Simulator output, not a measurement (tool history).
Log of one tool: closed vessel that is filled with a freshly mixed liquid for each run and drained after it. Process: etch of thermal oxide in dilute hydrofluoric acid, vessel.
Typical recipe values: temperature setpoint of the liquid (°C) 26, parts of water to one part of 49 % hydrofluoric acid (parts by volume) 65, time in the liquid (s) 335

| run | hour | temperature setpoint of the liquid (°C) | parts of water to one part of 49 % hydrofluoric acid (parts by volume) | time in the liquid (s) | wafers since the last listed run | hours since the thermometer was replaced | hours since the hydrofluoric acid flow meter was replaced | hours since the gauge calibration | read-back film thickness of the thermal oxide reference wafer, read on the same gauge (nm) | thickness taken off the thermal oxide on a monitor wafer (nm) |
|---|---|---|---|---|---|---|---|---|---|---|
| 1 | 0 | 26 | 65 | 335 | 0 | 1901.5 | 1863.6 | 482.3 | 78.37 | 24.79 |
| 2 | 47.5 | 26 | 65 | 335 | 5003 | 1949 | 1911.1 | 529.8 | 78.26 | 24.93 |
| 3 | 83.1 | 26 | 65 | 335 | 3749 | 1984.6 | 1946.7 | 565.4 | 78.08 | 24.86 |
| 4 | 127.8 | 26 | 65 | 335 | 4708 | 2029.3 | 1991.4 | 610.1 | 77.99 | 24.87 |
| 5 | 154.3 | 26 | 65 | 335 | 2791 | 2055.8 | 2017.9 | 636.6 | 77.92 | 24.46 |
| 6 | 218.4 | 26 | 50 | 335 | 6751 | 2119.9 | 2082 | 700.7 | 77.7 | 32.46 |
| 7 | 265 | 26 | 50 | 335 | 4908 | 2166.5 | 2128.6 | 747.3 | 77.57 | 32.92 |
| 8 | 292.6 | 22.5 | 65 | 335 | 2907 | 2194.1 | 2156.2 | 774.9 | 77.44 | 21.45 |
| 9 | 317.9 | 22.5 | 65 | 335 | 2664 | 2219.4 | 2181.5 | 800.2 | 77.35 | 21.16 |
|  | 357.4 | thermometer replaced |
|  | 374 | gauge calibrated |
| 10 | 374.5 | 26 | 65 | 335 | 5856 | 17.1 | 2238.1 | 0.5 | 79.96 | 25.55 |
|  | 417.6 | hydrofluoric acid flow meter replaced |
| 11 | 418.7 | 26 | 65 | 335 | 4550 | 61.3 | 1.1 | 44.7 | 79.8 | 25.16 |
| 12 | 491.6 | 26 | 65 | 335 | 7678 | 134.2 | 74 | 117.6 | 79.56 | 25.34 |
| 13 | 551.5 | 27.5 | 75 | 420 | 6309 | 194.1 | 133.9 | 177.5 | 79.37 | 28.46 |
| 14 | 600.2 | 26 | 65 | 430 | 5129 | 242.8 | 182.6 | 226.2 | 79.22 | 32.01 |
| 15 | 671.2 | 26 | 65 | 335 | 7478 | 313.8 | 253.6 | 297.2 | 78.95 | 24.95 |
| 16 | 719.9 | 29 | 55 | 220 | 5129 | 362.5 | 302.3 | 345.9 | 78.84 | 22.13 |
| 17 | 776.8 | 27.5 | 65 | 335 | 5993 | 419.4 | 359.2 | 402.8 | 78.67 | 26.47 |
| 18 | 839.7 | 26 | 65 | 245 | 6625 | 482.3 | 422.1 | 465.7 | 78.49 | 18 |
| 19 | 884.7 | 21.5 | 65 | 390 | 4740 | 527.3 | 467.1 | 510.7 | 78.29 | 23.93 |
| 20 | 922 | 26 | 65 | 335 | 3929 | 564.6 | 504.4 | 548 | 78.18 | 24.71 |
| 21 | 959.8 | 26 | 65 | 335 | 3981 | 602.4 | 542.2 | 585.8 | 78.05 | 24.91 |
| 22 | 993.2 | 26 | 65 | 335 | 3518 | 635.8 | 575.6 | 619.2 | 77.95 | 24.64 |
| 23 | 1024 | 26 | 65 | 465 | 3244 | 666.6 | 606.4 | 650 | 77.88 | 34.65 |
|  | 1051.7 | gauge calibrated |
| 24 | 1082.2 | 28 | 45 | 335 | 6130 | 724.8 | 664.6 | 30.5 | 80.19 | 40.58 |

Alternative continuations, all from the tool just after run 24; predict every row:
| A | 1082.9 | 26 | 65 | 335 | 73 | 725.5 | 665.3 | 31.2 | ? | ? |
| B | 1082.9 | 26 | 45 | 335 | 73 | 725.5 | 665.3 | 31.2 | ? | ? |
| C | 1082.9 | 24.5 | 55 | 335 | 73 | 725.5 | 665.3 | 31.2 | ? | ? |

| run | read-back film thickness of the thermal oxide reference wafer, read on the same gauge (nm) | thickness taken off the thermal oxide on a monitor wafer (nm) |
|---|---|---|
| A | 80.15 | 25.26 |
| B | 80.15 | 37.51 |
| C | 80.15 | 28.48 |
The same runs, with their run-to-run variation unchanged, on a tool lacking any hidden condition would have given:
| run | thickness taken off the thermal oxide on a monitor wafer (nm) |
|---|---|
| A | 25.19 |
| B | 37.41 |
| C | 28.4 |
